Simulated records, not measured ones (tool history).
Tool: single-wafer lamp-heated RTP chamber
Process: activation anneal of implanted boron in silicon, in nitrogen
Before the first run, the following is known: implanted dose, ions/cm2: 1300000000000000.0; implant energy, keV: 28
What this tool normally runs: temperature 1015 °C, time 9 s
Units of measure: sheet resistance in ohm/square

run	day	temperature	time	read-back reference wafer on the same gauge, sheet resistance	sheet resistance
1	0.000	1015	9	88.32	93.55
2	1.108	1015	9	88.31	93.30
3	2.438	1015	9	88.27	93.72
4	3.271	1015	9	88.32	93.58
# day 3.975: pyrometer window cleaned and pyrometer calibrated
5	7.208	1007	9	88.30	95.02
6	8.221	1015	8	88.37	94.13
7	9.383	1015	8	88.30	93.63
8	9.983	1015	9	88.32	93.43
9	10.979	1015	9	88.30	93.34
10	11.721	992	9	88.38	99.67
11	12.775	992	9	88.30	99.86
12	13.825	1015	9	88.27	93.22
13	14.683	1015	9	88.33	93.26
14	15.467	1015	9	88.29	93.34
15	16.046	1015	9	88.39	93.20
16	17.092	1015	9	88.25	93.38
# day 17.708: pyrometer window cleaned and pyrometer calibrated
17	17.729	1015	9	88.35	93.10
18	18.988	1015	9	88.24	92.93
19	19.521	999	7	88.33	97.32
20	20.546	1015	9	88.26	93.17
21	21.292	1026	6	88.33	91.80
# day 22.183: gauge calibrated
22	22.400	986	11	88.34	100.49
23	23.200	1002	11	88.29	95.24
24	23.925	988	5	88.30	102.52
25	24.967	1015	7	88.31	93.38
26	26.292	1038	12	88.31	90.18
# day 28.675: pyrometer window cleaned and pyrometer calibrated
# day 29.004: reflector plate cleaned
27	30.575	1015	9	88.31	94.08
28	32.000	1025	6	88.33	92.97
29	32.875	1036	4	88.32	92.12
30	33.492	1024	8	88.22	92.94
31	34.808	990	14	88.32	100.09
32	36.254	996	9	88.33	99.07
33	37.983	990	6	88.34	103.69
34	38.633	1024	7	88.22	92.61

Below are 5 alternative next runs, each starting from the tool's condition after run 34. Predict each:
A	38.650	1015	12	?	?
B	38.650	997	12	?	?
C	38.650	1000	11	?	?
D	38.650	1040	9	?	?
E	38.650	1039	12	?	?

run	read-back reference wafer on the same gauge, sheet resistance	sheet resistance
A	88.33	93.64
B	88.33	98.10
C	88.33	97.35
D	88.33	91.19
E	88.33	90.99
Without the tool's unlogged condition, the same runs would have read:
run	sheet resistance
A	93.77
B	98.40
C	97.62
D	91.25
E	91.04
